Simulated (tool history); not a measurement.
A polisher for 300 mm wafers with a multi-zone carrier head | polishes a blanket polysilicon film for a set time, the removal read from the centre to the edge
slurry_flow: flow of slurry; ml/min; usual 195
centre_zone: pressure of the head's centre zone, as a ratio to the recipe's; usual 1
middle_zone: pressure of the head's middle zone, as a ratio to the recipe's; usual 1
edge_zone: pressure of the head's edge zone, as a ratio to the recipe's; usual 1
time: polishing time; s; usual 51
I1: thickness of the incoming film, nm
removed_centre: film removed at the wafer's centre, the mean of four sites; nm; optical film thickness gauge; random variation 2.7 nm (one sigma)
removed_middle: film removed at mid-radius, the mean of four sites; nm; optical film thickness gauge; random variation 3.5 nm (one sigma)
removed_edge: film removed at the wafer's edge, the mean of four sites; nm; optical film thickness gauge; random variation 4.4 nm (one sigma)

run 1 hour=0 | slurry_flow=195 centre_zone=1 middle_zone=1 edge_zone=1.03 time=51 | I1=985.3 | removed_centre=278.1 removed_middle=271.7 removed_edge=284.3
-- hour=25.2 worn pad replaced by a new one, of another model than before
-- hour=87 centre zone pressure recalibrated
-- hour=95.7 slurry nozzle cleaned
run 2 hour=105.5 | slurry_flow=195 centre_zone=1 middle_zone=1 edge_zone=1 time=51 | I1=996.3 | removed_centre=308.3 removed_middle=302.5 removed_edge=304.8
-- hour=123.6 carrier head's membrane replaced by a new one
-- hour=168.2 edge zone pressure recalibrated
run 3 hour=185.3 | slurry_flow=195 centre_zone=1 middle_zone=1 edge_zone=1 time=51 | I1=1007.4 | removed_centre=307.6 removed_middle=296.6 removed_edge=292.1
run 4 hour=264.7 | slurry_flow=195 centre_zone=1 middle_zone=1 edge_zone=1 time=51 | I1=980.5 | removed_centre=301 removed_middle=296.9 removed_edge=298
run 5 hour=317.8 | slurry_flow=195 centre_zone=1 middle_zone=1 edge_zone=1 time=51 | I1=986.5 | removed_centre=296.8 removed_middle=291.1 removed_edge=291.9
run 6 hour=369.3 | slurry_flow=195 centre_zone=1 middle_zone=1 edge_zone=1 time=51 | I1=994.1 | removed_centre=292.1 removed_middle=285.4 removed_edge=279.4
run 7 hour=406.6 | slurry_flow=195 centre_zone=1 middle_zone=1 edge_zone=1.03 time=51 | I1=981.9 | removed_centre=291.7 removed_middle=286.7 removed_edge=289.4
-- hour=436.5 worn pad replaced by a new one
run 8 hour=459.6 | slurry_flow=155 centre_zone=1.04 middle_zone=0.91 edge_zone=1 time=38 | I1=982.9 | removed_centre=219.5 removed_middle=194.9 removed_edge=215.5
run 9 hour=565.5 | slurry_flow=195 centre_zone=1 middle_zone=1 edge_zone=1 time=51 | I1=999.7 | removed_centre=311.9 removed_middle=291.5 removed_edge=300.6
run 10 hour=665.5 | slurry_flow=230 centre_zone=0.92 middle_zone=1 edge_zone=1 time=37 | I1=1002.6 | removed_centre=209.2 removed_middle=224.9 removed_edge=216.3
run 11 hour=761.3 | slurry_flow=195 centre_zone=1 middle_zone=1 edge_zone=1 time=51 | I1=991.8 | removed_centre=296 removed_middle=289.7 removed_edge=289
run 12 hour=841.2 | slurry_flow=195 centre_zone=1 middle_zone=0.91 edge_zone=1 time=34 | I1=1003.2 | removed_centre=193 removed_middle=173.9 removed_edge=186.9
-- hour=859 worn pad replaced by a new one
-- hour=877.7 slurry nozzle cleaned
run 13 hour=895.5 | slurry_flow=195 centre_zone=1.1 middle_zone=1 edge_zone=1 time=51 | I1=1011.3 | removed_centre=340.3 removed_middle=298 removed_edge=305
run 14 hour=934.1 | slurry_flow=195 centre_zone=1 middle_zone=1.06 edge_zone=1 time=51 | I1=994.1 | removed_centre=312.6 removed_middle=316.3 removed_edge=301.2
run 15 hour=1011.8 | slurry_flow=145 centre_zone=1 middle_zone=0.89 edge_zone=1 time=46 | I1=1005 | removed_centre=246.9 removed_middle=223 removed_edge=249.5
-- hour=1118 centre zone pressure recalibrated
run 16 hour=1210.2 | slurry_flow=235 centre_zone=0.9 middle_zone=1.08 edge_zone=0.89 time=51 | I1=980.1 | removed_centre=274.6 removed_middle=320.1 removed_edge=277.4
-- hour=1230 worn pad replaced by a new one
run 17 hour=1287.2 | slurry_flow=225 centre_zone=1.11 middle_zone=0.95 edge_zone=1.1 time=51 | I1=992.6 | removed_centre=354.6 removed_middle=287.9 removed_edge=311.2
run 18 hour=1346.4 | slurry_flow=195 centre_zone=1 middle_zone=1 edge_zone=1 time=51 | I1=990.4 | removed_centre=309.5 removed_middle=290.7 removed_edge=301.9
-- hour=1380.5 edge zone pressure recalibrated
run 19 hour=1406.6 | slurry_flow=195 centre_zone=1 middle_zone=1 edge_zone=1 time=51 | I1=993.8 | removed_centre=304.6 removed_middle=301.9 removed_edge=299.6
run 20 hour=1456.8 | slurry_flow=170 centre_zone=1 middle_zone=1 edge_zone=0.9 time=51 | I1=994.9 | removed_centre=294.9 removed_middle=286.2 removed_edge=273.8
-- hour=1517.8 carrier head's membrane replaced by a new one
run 21 hour=1554.3 | slurry_flow=195 centre_zone=0.95 middle_zone=1 edge_zone=1 time=61 | I1=990.8 | removed_centre=336.1 removed_middle=348.4 removed_edge=348.5

5 ways to go on from here, each from the tool as it stands after run 21. What would each give?
run A hour=1554.7 | slurry_flow=195 centre_zone=1 middle_zone=1 edge_zone=1 time=51 | I1=988.6 | removed_centre=? removed_middle=? removed_edge=?
run B hour=1554.7 | slurry_flow=145 centre_zone=1 middle_zone=1 edge_zone=0.91 time=59 | I1=988.6 | removed_centre=? removed_middle=? removed_edge=?
run C hour=1554.7 | slurry_flow=160 centre_zone=0.96 middle_zone=1 edge_zone=0.95 time=56 | I1=988.6 | removed_centre=? removed_middle=? removed_edge=?
run D hour=1554.7 | slurry_flow=135 centre_zone=1 middle_zone=1 edge_zone=1 time=61 | I1=988.6 | removed_centre=? removed_middle=? removed_edge=?
run E hour=1554.7 | slurry_flow=195 centre_zone=1 middle_zone=1.11 edge_zone=1 time=51 | I1=988.6 | removed_centre=? removed_middle=? removed_edge=?

run=A removed_centre=298.9 removed_middle=284.2 removed_edge=282.9
run=B removed_centre=312.7 removed_middle=300.9 removed_edge=293.6
run=C removed_centre=296.8 removed_middle=296.1 removed_edge=291.7
run=D removed_centre=311.6 removed_middle=301.3 removed_edge=310.4
run=E removed_centre=299.1 removed_middle=310.6 removed_edge=282.5
Without the tool's hidden state the same runs would have given:
run=A removed_centre=313 removed_middle=297.7 removed_edge=296.2
run=B removed_centre=327.5 removed_middle=315.1 removed_edge=307.5
run=C removed_centre=310.8 removed_middle=310.1 removed_edge=305.4
run=D removed_centre=326.3 removed_middle=315.5 removed_edge=325.1
run=E removed_centre=313.3 removed_middle=325.3 removed_edge=295.8
